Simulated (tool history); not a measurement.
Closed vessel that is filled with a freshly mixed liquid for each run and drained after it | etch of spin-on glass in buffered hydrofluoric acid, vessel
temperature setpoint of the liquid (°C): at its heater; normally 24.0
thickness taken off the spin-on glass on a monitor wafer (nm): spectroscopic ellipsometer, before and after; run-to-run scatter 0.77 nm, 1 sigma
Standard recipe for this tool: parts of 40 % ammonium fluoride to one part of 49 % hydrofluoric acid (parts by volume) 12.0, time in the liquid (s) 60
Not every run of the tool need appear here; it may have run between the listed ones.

run,day,temperature setpoint of the liquid (°C),parts of 40 % ammonium fluoride to one part of 49 % hydrofluoric acid (parts by volume),time in the liquid (s),wafers since the last listed run,hours since the thermometer was replaced,hours since the hydrofluoric acid flow meter was replaced,hours since the gauge calibration,"read-back film thickness of the spin-on glass reference wafer, read on the same gauge (nm)",thickness taken off the spin-on glass on a monitor wafer (nm)
1,0.000,24.0,12.0,60,0,1802.7,460.9,962.3,62.91,97.38
2,3.000,24.0,12.0,60,10332,1874.7,532.9,1034.3,62.98,97.33
3,4.492,22.5,12.0,60,5137,1910.5,568.7,1070.1,63.03,89.56
4,5.950,22.5,12.0,60,5022,1945.5,603.7,1105.1,63.02,90.54
5,7.354,24.0,12.0,60,4836,1979.2,637.4,1138.8,63.04,97.67
6,8.612,24.0,12.0,40,4333,2009.4,667.6,1169.0,63.05,64.85
7,9.692,24.0,13.5,80,3716,2035.3,693.5,1194.9,63.06,117.08
8,11.104,24.0,12.0,60,4864,2069.2,727.4,1228.8,63.08,95.99
9,12.317,24.0,12.0,60,4175,2098.3,756.5,1257.9,63.16,96.47
10,13.133,24.0,12.0,60,2812,2117.9,776.1,1277.5,63.12,98.11
# day 13.342: gauge calibrated
11,13.783,20.5,12.0,35,2238,2133.5,791.7,10.6,60.08,43.87
12,14.629,26.0,12.0,60,2913,2153.8,812.0,30.9,60.22,101.55
13,18.208,26.0,12.0,60,12327,2239.7,897.9,116.8,60.76,105.15
14,19.425,26.0,12.0,60,4190,2268.9,927.1,146.0,60.91,103.84
15,20.333,24.0,12.0,60,3128,2290.7,948.9,167.8,60.99,94.39
16,21.104,24.0,10.5,35,2654,2309.2,967.4,186.3,61.07,61.71
17,22.538,27.5,10.5,40,4936,2343.6,1001.8,220.7,61.26,86.95
18,23.162,24.0,12.0,60,2152,2358.6,1016.8,235.7,61.34,95.37
19,26.604,24.0,12.0,60,11853,2441.2,1099.4,318.3,61.66,94.05
20,27.396,24.0,8.5,35,2726,2460.2,1118.4,337.3,61.75,74.63
21,27.992,29.0,15.0,75,2052,2474.5,1132.7,351.6,61.79,124.21
22,29.462,27.0,9.0,80,5065,2509.8,1168.0,386.9,61.91,188.42
23,30.221,26.0,12.0,60,2611,2528.0,1186.2,405.1,61.94,106.10
# day 30.921: hydrofluoric acid flow meter replaced
# day 31.150: thermometer replaced
24,31.575,24.0,12.0,60,4376,10.2,15.7,437.6,62.03,96.07
25,32.367,24.0,14.5,60,2726,29.2,34.7,456.6,62.07,78.97
26,33.254,24.0,16.0,60,3056,50.5,56.0,477.9,62.13,72.26
27,34.246,24.0,12.0,60,3415,74.3,79.8,501.7,62.22,95.08
28,35.721,20.5,12.0,75,5080,109.7,115.2,537.1,62.28,97.69
29,36.921,24.0,12.0,75,4132,138.5,144.0,565.9,62.36,119.86
30,38.329,19.5,12.0,60,4850,172.3,177.8,599.7,62.43,75.59
31,39.275,19.0,17.0,40,3257,195.0,200.5,622.4,62.41,34.78
32,40.692,21.5,8.5,35,4879,229.0,234.5,656.4,62.55,65.77
33,41.950,27.0,12.0,60,4333,259.2,264.7,686.6,62.53,112.58

Forecast each of these 4 alternatives for the next run:
A,41.979,24.0,12.0,90,100,259.9,265.4,687.3,?,?
B,41.979,22.0,9.5,85,100,259.9,265.4,687.3,?,?
C,41.979,22.5,8.5,40,100,259.9,265.4,687.3,?,?
D,41.979,24.0,12.0,50,100,259.9,265.4,687.3,?,?

run,"read-back film thickness of the spin-on glass reference wafer, read on the same gauge (nm)",thickness taken off the spin-on glass on a monitor wafer (nm)
A,62.56,141.55
B,62.56,147.79
C,62.56,78.70
D,62.56,78.64
Stripped of hidden state, with their random variation kept, the same runs would have yielded:
run,thickness taken off the spin-on glass on a monitor wafer (nm)
A,135.79
B,141.78
C,75.50
D,75.44
